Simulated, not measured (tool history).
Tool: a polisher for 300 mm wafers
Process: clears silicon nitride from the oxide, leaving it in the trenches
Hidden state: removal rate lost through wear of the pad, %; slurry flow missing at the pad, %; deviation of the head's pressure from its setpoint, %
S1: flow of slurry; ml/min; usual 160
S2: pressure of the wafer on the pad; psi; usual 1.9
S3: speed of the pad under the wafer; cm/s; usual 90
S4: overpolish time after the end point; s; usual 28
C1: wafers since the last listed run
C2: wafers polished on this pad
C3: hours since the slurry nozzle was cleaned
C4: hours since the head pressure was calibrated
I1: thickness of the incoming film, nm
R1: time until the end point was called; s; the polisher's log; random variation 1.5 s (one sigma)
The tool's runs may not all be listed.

Run 1, day 0.000: usual settings; C1 0; C2 1010; C3 846.2; C4 354.9; I1 65.1. Result: R1 141.0 s.
Run 2, day 3.846: usual settings; C1 365; C2 1375; C3 938.5; C4 447.2; I1 64.1. Result: R1 137.3 s.
At day 3.946: slurry nozzle cleaned.
Run 3, day 8.788: usual settings; C1 465; C2 1840; C3 116.2; C4 565.8; I1 65.5. Result: R1 141.8 s.
Run 4, day 12.692: usual settings; C1 370; C2 2211; C3 209.9; C4 659.5; I1 65.1. Result: R1 142.9 s.
At day 14.221: head pressure recalibrated.
At day 15.967: worn pad replaced by a new one.
Run 5, day 16.617: usual settings; C1 348; C2 61; C3 304.1; C4 57.5; I1 66.1. Result: R1 144.3 s.
Run 6, day 20.475: usual settings but S1 200 ml/min, S3 102 cm/s; C1 366; C2 428; C3 396.7; C4 150.1; I1 64.4. Result: R1 121.6 s.
Run 7, day 24.742: usual settings but S1 200 ml/min, S3 102 cm/s; C1 405; C2 833; C3 499.1; C4 252.5; I1 65.0. Result: R1 120.6 s.
Run 8, day 26.721: usual settings; C1 187; C2 1021; C3 546.6; C4 300.0; I1 64.8. Result: R1 137.6 s.
Run 9, day 30.946: usual settings; C1 401; C2 1422; C3 648.0; C4 401.4; I1 64.7. Result: R1 139.5 s.
Run 10, day 34.125: usual settings; C1 301; C2 1723; C3 724.3; C4 477.7; I1 65.4. Result: R1 140.5 s.
At day 37.371: worn pad replaced by a new one.
Run 11, day 40.254: usual settings but S4 40 s; C1 566; C2 273; C3 871.4; C4 624.8; I1 65.2. Result: R1 141.1 s.
At day 41.979: slurry nozzle cleaned.
Run 12, day 42.438: usual settings but S4 40 s; C1 203; C2 477; C3 11.0; C4 677.2; I1 64.5. Result: R1 140.1 s.
Run 13, day 45.921: usual settings but S4 20 s; C1 330; C2 807; C3 94.6; C4 760.8; I1 65.4. Result: R1 141.8 s.
Run 14, day 49.908: usual settings but S4 20 s; C1 378; C2 1186; C3 190.3; C4 856.5; I1 64.3. Result: R1 140.1 s.
At day 50.442: head pressure recalibrated.
Run 15, day 52.700: usual settings but S4 20 s; C1 257; C2 1443; C3 257.3; C4 54.2; I1 66.2. Result: R1 144.7 s.
Run 16, day 56.500: usual settings but S4 37 s; C1 360; C2 1804; C3 348.5; C4 145.4; I1 64.9. Result: R1 142.1 s.
Run 17, day 58.392: usual settings but S4 37 s; C1 179; C2 1983; C3 393.9; C4 190.8; I1 64.9. Result: R1 141.2 s.
Run 18, day 61.567: usual settings but S4 37 s; C1 301; C2 2285; C3 470.1; C4 267.0; I1 65.1. Result: R1 139.5 s.
At day 63.988: worn pad replaced by a new one.
Run 19, day 64.771: usual settings but S2 2.6 psi, S3 114 cm/s, S4 14 s; C1 288; C2 74; C3 547.0; C4 343.9; I1 64.2. Result: R1 80.8 s.
Run 20, day 67.304: usual settings but S1 180 ml/min, S3 118 cm/s; C1 240; C2 314; C3 607.8; C4 404.7; I1 64.3. Result: R1 104.1 s.
Run 21, day 71.204: usual settings but S1 125 ml/min, S2 1.5 psi; C1 370; C2 685; C3 701.4; C4 498.3; I1 65.3. Result: R1 184.3 s.
Run 22, day 75.688: usual settings but S1 205 ml/min, S3 116 cm/s; C1 425; C2 1110; C3 809.0; C4 605.9; I1 64.6. Result: R1 106.0 s.
At day 78.533: slurry nozzle cleaned.
Run 23, day 79.538: usual settings but S1 215 ml/min, S3 114 cm/s; C1 361; C2 1472; C3 24.1; C4 698.3; I1 65.9. Result: R1 110.5 s.
At day 80.750: head pressure recalibrated.
At day 88.321: worn pad replaced by a new one.
Run 24, day 89.375: usual settings but S1 105 ml/min, S2 1.6 psi, S3 108 cm/s, S4 40 s; C1 910; C2 100; C3 260.2; C4 207.0; I1 64.8. Result: R1 147.2 s.
Run 25, day 93.383: usual settings; C1 380; C2 480; C3 356.4; C4 303.2; I1 65.6. Result: R1 142.8 s.
Run 26, day 96.738: usual settings but S1 125 ml/min, S2 1.3 psi, S3 66 cm/s, S4 41 s; C1 318; C2 799; C3 436.9; C4 383.7; I1 66.1. Result: R1 300.5 s.

Run 27 comes next. What will it give?
Run 27, day 101.229: usual settings but S1 125 ml/min, S2 1.3 psi, S3 66 cm/s, S4 41 s; C1 426; C2 1225; C3 544.7; C4 491.5; I1 66.4. Result: R1 ?.

Run 27 gave R1 294.8 s.
Without the tool's hidden state the same run would have given R1 294.8 s.
